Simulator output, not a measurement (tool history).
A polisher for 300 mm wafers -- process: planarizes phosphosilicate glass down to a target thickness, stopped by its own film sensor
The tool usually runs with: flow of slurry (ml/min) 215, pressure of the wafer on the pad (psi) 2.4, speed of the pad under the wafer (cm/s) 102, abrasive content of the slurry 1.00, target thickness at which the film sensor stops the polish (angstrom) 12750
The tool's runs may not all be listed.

run,hour,flow of slurry (ml/min),pressure of the wafer on the pad (psi),speed of the pad under the wafer (cm/s),abrasive content of the slurry,target thickness at which the film sensor stops the polish (angstrom),wafers since the last listed run,wafers polished on this pad,hours since the slurry nozzle was cleaned,hours since the head pressure was calibrated,hours since the slurry blender was calibrated,hours since the conditioning disc was replaced,"incoming thickness of the incoming film, nm",time until the film sensor stopped the polish (s)
1,0.0,215,2.4,102,1.00,12750,0,3,369.0,721.4,317.6,170.5,1991.1,141.8
# hour 3.4: slurry blender recalibrated
2,33.0,215,2.4,102,1.00,12750,151,155,402.0,754.4,29.6,203.5,1977.4,145.4
3,51.7,215,2.4,102,1.00,12750,91,246,420.7,773.1,48.3,222.2,1948.7,142.5
4,81.4,215,2.4,102,1.15,12750,144,391,450.4,802.8,78.0,251.9,1983.3,133.6
5,105.8,215,2.4,102,1.00,13370,119,510,474.8,827.2,102.4,276.3,1947.8,129.4
6,138.0,215,2.4,102,1.00,13370,157,667,507.0,859.4,134.6,308.5,1964.3,133.6
# hour 147.6: worn pad replaced by a new one, repeated, since the last time left the tool worse
7,189.3,215,2.4,102,1.00,13370,230,203,558.3,910.7,185.9,359.8,1951.4,110.7
8,214.3,215,2.4,102,1.00,14690,121,325,583.3,935.7,210.9,384.8,1966.8,90.0
9,236.9,215,2.4,102,1.00,14690,110,435,605.9,958.3,233.5,407.4,1999.3,95.8
10,253.1,215,2.4,102,1.00,12750,79,514,622.1,974.5,249.7,423.6,1955.7,127.1
11,279.9,215,2.4,102,1.00,14190,130,645,648.9,1001.3,276.5,450.4,1938.3,97.7
12,313.4,215,2.4,102,1.00,12750,163,808,682.4,1034.8,310.0,483.9,1941.6,126.2
# hour 328.0: slurry nozzle cleaned
# hour 331.5: slurry blender recalibrated
13,333.6,215,2.4,102,1.00,12750,83,892,5.6,1055.0,2.1,504.1,1944.5,126.2
# hour 353.4: worn pad replaced by a new one
14,354.8,215,2.1,102,0.90,14550,83,6,26.8,1076.2,23.3,525.3,1968.4,111.4
# hour 369.6: conditioning disc replaced and pad reconditioned
15,379.7,215,3.1,102,1.25,12750,111,118,51.7,1101.1,48.2,10.1,2005.6,90.6
16,403.2,215,2.4,102,1.00,12750,114,232,75.2,1124.6,71.7,33.6,1987.8,134.2
# hour 449.8: head pressure recalibrated
17,504.6,215,2.4,102,1.00,12750,484,717,176.6,54.8,173.1,135.0,1944.8,130.9
18,524.2,280,1.9,102,0.85,11840,95,813,196.2,74.4,192.7,154.6,1975.6,219.7
# hour 549.7: worn pad replaced by a new one
19,550.2,150,1.8,102,0.75,12750,107,2,222.2,100.4,218.7,180.6,1996.2,239.7
20,567.4,250,2.4,102,1.00,12750,83,86,239.4,117.6,235.9,197.8,1983.0,126.8
21,582.4,215,2.8,102,1.00,12750,73,159,254.4,132.6,250.9,212.8,1983.9,109.9
22,617.3,215,2.4,102,1.00,11030,170,329,289.3,167.5,285.8,247.7,2008.2,167.8
23,634.8,215,2.4,102,1.00,11120,85,415,306.8,185.0,303.3,265.2,1965.2,163.3
24,651.7,215,2.2,66,1.00,12750,82,497,323.7,201.9,320.2,282.1,1960.8,179.6
25,665.1,175,2.4,112,1.00,14240,65,562,337.1,215.3,333.6,295.5,2007.9,110.8
26,677.6,215,2.6,102,0.90,12750,60,623,349.6,227.8,346.1,308.0,1972.4,131.3

Forecast each of these 3 alternatives for the next run:
A,678.1,215,2.4,102,1.00,12750,2,626,350.1,228.3,346.6,308.5,1960.2,?
B,678.1,240,2.9,136,1.10,12750,2,626,350.1,228.3,346.6,308.5,1960.2,?
C,678.1,245,3.2,92,1.00,14400,2,626,350.1,228.3,346.6,308.5,1960.2,?

run,time until the film sensor stopped the polish (s)
A,128.8
B,81.8
C,76.9
Had the tool no hidden state, the same runs would have come out as:
run,time until the film sensor stopped the polish (s)
A,118.6
B,75.4
C,70.8
